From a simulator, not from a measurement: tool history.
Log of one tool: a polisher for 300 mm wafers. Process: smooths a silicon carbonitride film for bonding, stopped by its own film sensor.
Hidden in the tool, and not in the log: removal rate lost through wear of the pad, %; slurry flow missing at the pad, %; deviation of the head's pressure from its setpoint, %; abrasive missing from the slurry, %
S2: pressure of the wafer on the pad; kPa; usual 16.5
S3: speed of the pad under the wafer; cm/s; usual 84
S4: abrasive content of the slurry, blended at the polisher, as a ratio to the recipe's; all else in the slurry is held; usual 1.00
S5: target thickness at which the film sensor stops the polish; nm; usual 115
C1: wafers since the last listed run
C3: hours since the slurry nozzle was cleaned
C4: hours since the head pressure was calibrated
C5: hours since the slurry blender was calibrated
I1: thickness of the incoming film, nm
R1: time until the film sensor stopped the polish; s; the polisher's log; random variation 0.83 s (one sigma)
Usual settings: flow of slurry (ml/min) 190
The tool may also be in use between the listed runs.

{"run": 1, "hour": 0.0, "flow of slurry (ml/min)": 190, "S2": 16.5, "S3": 84, "S4": 1.0, "S5": 115, "C1": 0, "wafers polished on this pad": 1053, "C3": 129.4, "C4": 376.8, "C5": 50.0, "I1": 130.1, "R1": 64.1}
{"run": 2, "hour": 11.1, "flow of slurry (ml/min)": 190, "S2": 16.5, "S3": 84, "S4": 1.0, "S5": 115, "C1": 119, "wafers polished on this pad": 1172, "C3": 140.5, "C4": 387.9, "C5": 61.1, "I1": 132.4, "R1": 76.3}
{"run": 3, "hour": 18.1, "flow of slurry (ml/min)": 145, "S2": 16.5, "S3": 84, "S4": 1.0, "S5": 115, "C1": 75, "wafers polished on this pad": 1248, "C3": 147.5, "C4": 394.9, "C5": 68.1, "I1": 129.6, "R1": 66.5}
{"hour": 22.9, "done": "worn pad replaced by a new one"}
{"run": 4, "hour": 33.5, "flow of slurry (ml/min)": 190, "S2": 16.5, "S3": 84, "S4": 1.0, "S5": 115, "C1": 123, "wafers polished on this pad": 114, "C3": 162.9, "C4": 410.3, "C5": 83.5, "I1": 129.5, "R1": 61.0}
{"run": 5, "hour": 48.3, "flow of slurry (ml/min)": 190, "S2": 19.3, "S3": 84, "S4": 1.0, "S5": 111, "C1": 159, "wafers polished on this pad": 274, "C3": 177.7, "C4": 425.1, "C5": 98.3, "I1": 130.0, "R1": 70.6}
{"hour": 58.5, "done": "slurry blender recalibrated"}
{"run": 6, "hour": 63.8, "flow of slurry (ml/min)": 190, "S2": 16.5, "S3": 84, "S4": 1.0, "S5": 115, "C1": 145, "wafers polished on this pad": 420, "C3": 193.2, "C4": 440.6, "C5": 5.3, "I1": 130.7, "R1": 64.3}
{"run": 7, "hour": 78.4, "flow of slurry (ml/min)": 190, "S2": 16.5, "S3": 84, "S4": 1.0, "S5": 115, "C1": 157, "wafers polished on this pad": 577, "C3": 207.8, "C4": 455.2, "C5": 19.9, "I1": 128.7, "R1": 58.3}
{"run": 8, "hour": 85.8, "flow of slurry (ml/min)": 190, "S2": 16.5, "S3": 84, "S4": 1.0, "S5": 115, "C1": 79, "wafers polished on this pad": 657, "C3": 215.2, "C4": 462.6, "C5": 27.3, "I1": 130.4, "R1": 65.8}
{"run": 9, "hour": 95.4, "flow of slurry (ml/min)": 165, "S2": 16.5, "S3": 84, "S4": 1.0, "S5": 115, "C1": 103, "wafers polished on this pad": 761, "C3": 224.8, "C4": 472.2, "C5": 36.9, "I1": 130.7, "R1": 70.4}
{"run": 10, "hour": 108.4, "flow of slurry (ml/min)": 190, "S2": 16.5, "S3": 84, "S4": 1.0, "S5": 115, "C1": 140, "wafers polished on this pad": 901, "C3": 237.8, "C4": 485.2, "C5": 49.9, "I1": 129.5, "R1": 62.8}
{"run": 11, "hour": 120.7, "flow of slurry (ml/min)": 190, "S2": 16.5, "S3": 84, "S4": 1.0, "S5": 115, "C1": 132, "wafers polished on this pad": 1034, "C3": 250.1, "C4": 497.5, "C5": 62.2, "I1": 131.5, "R1": 70.1}
{"run": 12, "hour": 131.1, "flow of slurry (ml/min)": 190, "S2": 16.5, "S3": 84, "S4": 1.0, "S5": 115, "C1": 112, "wafers polished on this pad": 1146, "C3": 260.5, "C4": 507.9, "C5": 72.6, "I1": 131.3, "R1": 70.7}
{"run": 13, "hour": 137.4, "flow of slurry (ml/min)": 215, "S2": 19.3, "S3": 84, "S4": 1.0, "S5": 115, "C1": 67, "wafers polished on this pad": 1214, "C3": 266.8, "C4": 514.2, "C5": 78.9, "I1": 130.4, "R1": 58.7}
{"hour": 145.5, "done": "head pressure recalibrated"}
{"hour": 156.3, "done": "slurry blender recalibrated"}
{"hour": 159.0, "done": "worn pad replaced by a new one"}
{"run": 14, "hour": 159.5, "flow of slurry (ml/min)": 215, "S2": 19.3, "S3": 84, "S4": 1.0, "S5": 115, "C1": 165, "wafers polished on this pad": 4, "C3": 288.9, "C4": 14.0, "C5": 3.2, "I1": 131.3, "R1": 66.2}
{"run": 15, "hour": 170.7, "flow of slurry (ml/min)": 190, "S2": 14.5, "S3": 84, "S4": 1.0, "S5": 115, "C1": 120, "wafers polished on this pad": 125, "C3": 300.1, "C4": 25.2, "C5": 14.4, "I1": 130.0, "R1": 76.6}
{"run": 16, "hour": 185.8, "flow of slurry (ml/min)": 190, "S2": 16.5, "S3": 112, "S4": 1.0, "S5": 120, "C1": 162, "wafers polished on this pad": 288, "C3": 315.2, "C4": 40.3, "C5": 29.5, "I1": 131.7, "R1": 44.2}
{"run": 17, "hour": 195.6, "flow of slurry (ml/min)": 245, "S2": 16.5, "S3": 84, "S4": 1.15, "S5": 112, "C1": 105, "wafers polished on this pad": 394, "C3": 325.0, "C4": 50.1, "C5": 39.3, "I1": 128.6, "R1": 70.5}
{"hour": 207.5, "done": "slurry nozzle cleaned"}
{"run": 18, "hour": 212.7, "flow of slurry (ml/min)": 190, "S2": 20.0, "S3": 104, "S4": 1.0, "S5": 115, "C1": 173, "wafers polished on this pad": 568, "C3": 5.2, "C4": 67.2, "C5": 56.4, "I1": 131.2, "R1": 57.7}
{"hour": 217.4, "done": "worn pad replaced by a new one, repeated, since the last time left the tool worse"}
{"run": 19, "hour": 227.2, "flow of slurry (ml/min)": 205, "S2": 16.5, "S3": 84, "S4": 0.9, "S5": 120, "C1": 113, "wafers polished on this pad": 105, "C3": 19.7, "C4": 81.7, "C5": 70.9, "I1": 130.5, "R1": 45.9}
{"run": 20, "hour": 241.6, "flow of slurry (ml/min)": 165, "S2": 16.5, "S3": 84, "S4": 1.25, "S5": 115, "C1": 155, "wafers polished on this pad": 261, "C3": 34.1, "C4": 96.1, "C5": 85.3, "I1": 127.8, "R1": 48.0}
{"hour": 252.6, "done": "slurry blender recalibrated"}
{"run": 21, "hour": 254.6, "flow of slurry (ml/min)": 205, "S2": 16.5, "S3": 84, "S4": 0.9, "S5": 120, "C1": 118, "wafers polished on this pad": 380, "C3": 47.1, "C4": 109.1, "C5": 2.0, "I1": 131.4, "R1": 51.3}
{"run": 22, "hour": 268.3, "flow of slurry (ml/min)": 205, "S2": 16.5, "S3": 84, "S4": 0.9, "S5": 120, "C1": 147, "wafers polished on this pad": 527, "C3": 60.8, "C4": 122.8, "C5": 15.7, "I1": 131.0, "R1": 50.8}
{"run": 23, "hour": 275.2, "flow of slurry (ml/min)": 190, "S2": 12.4, "S3": 94, "S4": 1.1, "S5": 111, "C1": 74, "wafers polished on this pad": 602, "C3": 67.7, "C4": 129.7, "C5": 22.6, "I1": 132.5, "R1": 94.5}
{"run": 24, "hour": 289.8, "flow of slurry (ml/min)": 190, "S2": 16.5, "S3": 84, "S4": 1.0, "S5": 115, "C1": 157, "wafers polished on this pad": 759, "C3": 82.3, "C4": 144.3, "C5": 37.2, "I1": 129.8, "R1": 64.9}
{"run": 25, "hour": 302.1, "flow of slurry (ml/min)": 190, "S2": 16.5, "S3": 84, "S4": 1.0, "S5": 115, "C1": 132, "wafers polished on this pad": 892, "C3": 94.6, "C4": 156.6, "C5": 49.5, "I1": 128.8, "R1": 59.3}
{"run": 26, "hour": 312.7, "flow of slurry (ml/min)": 190, "S2": 16.5, "S3": 84, "S4": 1.0, "S5": 113, "C1": 114, "wafers polished on this pad": 1006, "C3": 105.2, "C4": 167.2, "C5": 60.1, "I1": 129.3, "R1": 71.2}
{"run": 27, "hour": 324.3, "flow of slurry (ml/min)": 190, "S2": 16.5, "S3": 84, "S4": 1.0, "S5": 115, "C1": 125, "wafers polished on this pad": 1132, "C3": 116.8, "C4": 178.8, "C5": 71.7, "I1": 128.8, "R1": 61.0}

Forecast run 28:
{"run": 28, "hour": 335.0, "flow of slurry (ml/min)": 190, "S2": 16.5, "S3": 84, "S4": 1.0, "S5": 115, "C1": 115, "wafers polished on this pad": 1247, "C3": 127.5, "C4": 189.5, "C5": 82.4, "I1": 130.9, "R1": "?"}

{"run 28": {"R1": 68.0}}
Without the tool's hidden state the same run would have given R1 63.4 s.
